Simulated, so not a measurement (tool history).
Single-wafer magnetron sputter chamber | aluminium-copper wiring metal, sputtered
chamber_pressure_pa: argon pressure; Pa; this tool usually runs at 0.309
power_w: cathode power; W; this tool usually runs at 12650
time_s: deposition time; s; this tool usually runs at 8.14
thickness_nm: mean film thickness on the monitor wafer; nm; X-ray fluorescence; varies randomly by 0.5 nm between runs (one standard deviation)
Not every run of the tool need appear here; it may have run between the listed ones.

run   hour  chamber_pressure_pa  power_w  time_s  wafers since the last listed run  wafers on the sputter target  hours since the last manometer calibration  hours since the magnet pack was replaced  hours since the gauge calibration  read-back reference wafer on the same gauge, thickness_nm  thickness_nm
  1      0                0.309    12650    8.14                                 0                          6862                                      1081.2                                    5858.8                              315.4                                                    171.984       204.046
  2   37.2                0.309    12650    8.14                               972                          7834                                      1118.4                                      5896                              352.6                                                    171.938       204.274
  3   95.5                0.309    12650    8.14                              1523                          9358                                      1176.7                                    5954.3                              410.9                                                    172.063       204.261
     122.3  -- sputter target and shields replaced
  4  142.5                0.309    12650    8.14                              1019                           527                                      1223.7                                    6001.3                              457.9                                                    171.953       204.246
  5  207.2                0.309    12650    8.14                              1691                          2218                                      1288.4                                      6066                              522.6                                                    172.029       204.435
  6  245.1                0.309    12650    8.14                               990                          3209                                      1326.3                                    6103.9                              560.5                                                    172.032       203.873
  7  300.7                0.257    12650    8.14                              1453                          4662                                      1381.9                                    6159.5                              616.1                                                    172.028       210.781
     330.3  -- capacitance manometer re-zeroed and calibrated
  8  395.8                0.341    14350    6.97                              2276                          6939                                        65.5                                    6254.6                              711.2                                                    171.995       189.808
     442.2  -- sputter target and shields replaced
  9  442.7                0.309    12650    7.48                              1016                            12                                       112.4                                    6301.5                              758.1                                                    172.032       187.587
     536.7  -- gauge calibrated
 10    548                0.218    11700    8.14                              2752                          2764                                       217.7                                    6406.8                               11.3                                                     172.02       202.701
     564.1  -- magnet pack replaced
 11    603                0.309    12650    7.24                              1228                          3993                                       272.7                                      38.9                               66.3                                                     172.04        181.66
 12  666.9                0.371    15100    9.09                              1670                          5663                                       336.6                                     102.8                              130.2                                                    171.991       254.652
 13  755.7                0.309    12650    8.14                              2321                          7984                                       425.4                                     191.6                                219                                                    172.025       204.118
     764.6  -- sputter target and shields replaced
 14  827.8                0.383    15750    8.14                              1675                          1650                                       497.5                                     263.7                              291.1                                                    171.988       232.942

What the log doesn't show, run by run:
deposition rate above that of a new target (%): 0 at every run
true argon pressure above the setpoint (%): 0 at every run
gauge reads high (%): 0 at every run

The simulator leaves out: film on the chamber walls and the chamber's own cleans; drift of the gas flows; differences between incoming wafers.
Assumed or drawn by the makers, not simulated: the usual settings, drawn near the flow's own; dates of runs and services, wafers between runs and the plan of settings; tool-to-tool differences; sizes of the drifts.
